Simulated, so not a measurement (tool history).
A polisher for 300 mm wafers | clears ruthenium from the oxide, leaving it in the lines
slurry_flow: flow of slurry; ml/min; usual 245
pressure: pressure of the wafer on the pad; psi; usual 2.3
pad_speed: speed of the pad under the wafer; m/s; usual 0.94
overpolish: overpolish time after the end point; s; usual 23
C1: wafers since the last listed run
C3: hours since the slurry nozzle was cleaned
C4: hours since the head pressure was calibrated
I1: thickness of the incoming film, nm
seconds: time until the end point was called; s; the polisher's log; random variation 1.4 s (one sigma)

run 1 hour=0.0 | slurry_flow=245 pressure=2.6 pad_speed=0.94 overpolish=23 | C1=0 wafers_polished_on_this_pad=2868 C3=653.8 C4=379.9 | I1=160.9 | seconds=125.1
-- hour=16.8 slurry nozzle cleaned
-- hour=41.8 worn pad replaced by a new one
run 2 hour=86.8 | slurry_flow=245 pressure=2.6 pad_speed=0.94 overpolish=23 | C1=445 wafers_polished_on_this_pad=245 C3=70.0 C4=466.7 | I1=159.7 | seconds=124.2
run 3 hour=147.3 | slurry_flow=245 pressure=2.3 pad_speed=0.94 overpolish=23 | C1=329 wafers_polished_on_this_pad=574 C3=130.5 C4=527.2 | I1=159.3 | seconds=137.4
run 4 hour=212.0 | slurry_flow=245 pressure=2.3 pad_speed=0.94 overpolish=23 | C1=352 wafers_polished_on_this_pad=926 C3=195.2 C4=591.9 | I1=156.7 | seconds=136.8
run 5 hour=252.8 | slurry_flow=245 pressure=2.3 pad_speed=0.94 overpolish=23 | C1=221 wafers_polished_on_this_pad=1148 C3=236.0 C4=632.7 | I1=160.2 | seconds=140.2
run 6 hour=353.0 | slurry_flow=245 pressure=2.3 pad_speed=0.94 overpolish=23 | C1=545 wafers_polished_on_this_pad=1693 C3=336.2 C4=732.9 | I1=161.7 | seconds=143.3
-- hour=360.2 head pressure recalibrated
run 7 hour=439.5 | slurry_flow=245 pressure=2.3 pad_speed=0.94 overpolish=23 | C1=459 wafers_polished_on_this_pad=2153 C3=422.7 C4=79.3 | I1=161.8 | seconds=140.0
run 8 hour=503.8 | slurry_flow=245 pressure=2.3 pad_speed=0.94 overpolish=23 | C1=349 wafers_polished_on_this_pad=2502 C3=487.0 C4=143.6 | I1=160.5 | seconds=141.8
run 9 hour=587.6 | slurry_flow=245 pressure=2.8 pad_speed=0.94 overpolish=33 | C1=455 wafers_polished_on_this_pad=2958 C3=570.8 C4=227.4 | I1=160.2 | seconds=116.2
-- hour=618.3 slurry nozzle cleaned
-- hour=621.6 worn pad replaced by a new one
run 10 hour=648.6 | slurry_flow=245 pressure=2.3 pad_speed=0.94 overpolish=23 | C1=308 wafers_polished_on_this_pad=146 C3=30.3 C4=288.4 | I1=158.6 | seconds=139.4
run 11 hour=694.7 | slurry_flow=245 pressure=2.3 pad_speed=0.94 overpolish=23 | C1=250 wafers_polished_on_this_pad=397 C3=76.4 C4=334.5 | I1=157.9 | seconds=137.3
run 12 hour=992.0 | slurry_flow=220 pressure=2.3 pad_speed=0.94 overpolish=26 | C1=1617 wafers_polished_on_this_pad=2015 C3=373.7 C4=631.8 | I1=160.4 | seconds=142.7
-- hour=1074.3 head pressure recalibrated
run 13 hour=1088.0 | slurry_flow=245 pressure=2.3 pad_speed=0.94 overpolish=23 | C1=511 wafers_polished_on_this_pad=2526 C3=469.7 C4=13.7 | I1=161.9 | seconds=141.3
run 14 hour=1161.8 | slurry_flow=245 pressure=2.3 pad_speed=0.94 overpolish=23 | C1=401 wafers_polished_on_this_pad=2928 C3=543.5 C4=87.5 | I1=161.0 | seconds=139.8
run 15 hour=1228.1 | slurry_flow=245 pressure=2.3 pad_speed=1.14 overpolish=28 | C1=360 wafers_polished_on_this_pad=3288 C3=609.8 C4=153.8 | I1=161.1 | seconds=116.0
-- hour=1245.7 worn pad replaced by a new one
run 16 hour=1297.2 | slurry_flow=245 pressure=2.3 pad_speed=0.94 overpolish=31 | C1=354 wafers_polished_on_this_pad=280 C3=678.9 C4=222.9 | I1=159.7 | seconds=141.2
-- hour=1323.1 slurry nozzle cleaned
run 17 hour=1360.6 | slurry_flow=245 pressure=2.3 pad_speed=0.94 overpolish=23 | C1=339 wafers_polished_on_this_pad=619 C3=37.5 C4=286.3 | I1=163.6 | seconds=142.3
run 18 hour=1452.9 | slurry_flow=245 pressure=2.3 pad_speed=0.94 overpolish=16 | C1=502 wafers_polished_on_this_pad=1122 C3=129.8 C4=378.6 | I1=160.7 | seconds=141.2
run 19 hour=1513.7 | slurry_flow=300 pressure=2.3 pad_speed=0.94 overpolish=23 | C1=330 wafers_polished_on_this_pad=1452 C3=190.6 C4=439.4 | I1=160.2 | seconds=136.7
run 20 hour=1613.3 | slurry_flow=245 pressure=2.3 pad_speed=0.94 overpolish=23 | C1=541 wafers_polished_on_this_pad=1994 C3=290.2 C4=539.0 | I1=158.5 | seconds=137.4
run 21 hour=1654.4 | slurry_flow=245 pressure=2.3 pad_speed=1.06 overpolish=23 | C1=223 wafers_polished_on_this_pad=2218 C3=331.3 C4=580.1 | I1=161.3 | seconds=124.3
run 22 hour=1726.0 | slurry_flow=245 pressure=2.3 pad_speed=0.94 overpolish=23 | C1=389 wafers_polished_on_this_pad=2607 C3=402.9 C4=651.7 | I1=158.5 | seconds=136.8
run 23 hour=1773.8 | slurry_flow=245 pressure=2.3 pad_speed=0.82 overpolish=23 | C1=260 wafers_polished_on_this_pad=2868 C3=450.7 C4=699.5 | I1=161.4 | seconds=160.1
run 24 hour=1837.0 | slurry_flow=245 pressure=2.3 pad_speed=1.10 overpolish=23 | C1=343 wafers_polished_on_this_pad=3211 C3=513.9 C4=762.7 | I1=160.3 | seconds=120.0
-- hour=1885.9 head pressure recalibrated
run 25 hour=1922.2 | slurry_flow=280 pressure=2.0 pad_speed=1.18 overpolish=23 | C1=452 wafers_polished_on_this_pad=3664 C3=599.1 C4=36.3 | I1=160.4 | seconds=125.1
run 26 hour=1963.3 | slurry_flow=290 pressure=2.3 pad_speed=1.16 overpolish=23 | C1=223 wafers_polished_on_this_pad=3888 C3=640.2 C4=77.4 | I1=161.0 | seconds=110.9
-- hour=1965.3 slurry nozzle cleaned
-- hour=1968.2 worn pad replaced by a new one
run 27 hour=2019.1 | slurry_flow=245 pressure=2.3 pad_speed=0.94 overpolish=16 | C1=282 wafers_polished_on_this_pad=276 C3=53.8 C4=133.2 | I1=160.3 | seconds=141.5
run 28 hour=2092.5 | slurry_flow=245 pressure=2.9 pad_speed=1.12 overpolish=13 | C1=399 wafers_polished_on_this_pad=676 C3=127.2 C4=206.6 | I1=160.1 | seconds=94.7
run 29 hour=2139.5 | slurry_flow=320 pressure=2.9 pad_speed=1.12 overpolish=32 | C1=255 wafers_polished_on_this_pad=931 C3=174.2 C4=253.6 | I1=159.3 | seconds=90.9
run 30 hour=2193.8 | slurry_flow=245 pressure=2.7 pad_speed=0.78 overpolish=36 | C1=295 wafers_polished_on_this_pad=1227 C3=228.5 C4=307.9 | I1=160.8 | seconds=146.9
run 31 hour=2247.1 | slurry_flow=220 pressure=2.3 pad_speed=0.94 overpolish=23 | C1=289 wafers_polished_on_this_pad=1517 C3=281.8 C4=361.2 | I1=158.6 | seconds=137.0
run 32 hour=2317.4 | slurry_flow=295 pressure=2.5 pad_speed=0.62 overpolish=36 | C1=382 wafers_polished_on_this_pad=1899 C3=352.1 C4=431.5 | I1=157.8 | seconds=189.3
run 33 hour=2373.1 | slurry_flow=245 pressure=2.3 pad_speed=0.94 overpolish=23 | C1=303 wafers_polished_on_this_pad=2202 C3=407.8 C4=487.2 | I1=160.9 | seconds=143.2
run 34 hour=2411.8 | slurry_flow=180 pressure=3.0 pad_speed=0.94 overpolish=18 | C1=210 wafers_polished_on_this_pad=2413 C3=446.5 C4=525.9 | I1=158.2 | seconds=111.2
run 35 hour=2453.3 | slurry_flow=245 pressure=1.7 pad_speed=1.24 overpolish=29 | C1=225 wafers_polished_on_this_pad=2639 C3=488.0 C4=567.4 | I1=160.0 | seconds=138.8

The tool's hidden state at each run:
removal rate lost through wear of the pad, %: 0 in every run
slurry flow missing at the pad, %: 0 in every run
deviation of the head's pressure from its setpoint, %: 0 in every run
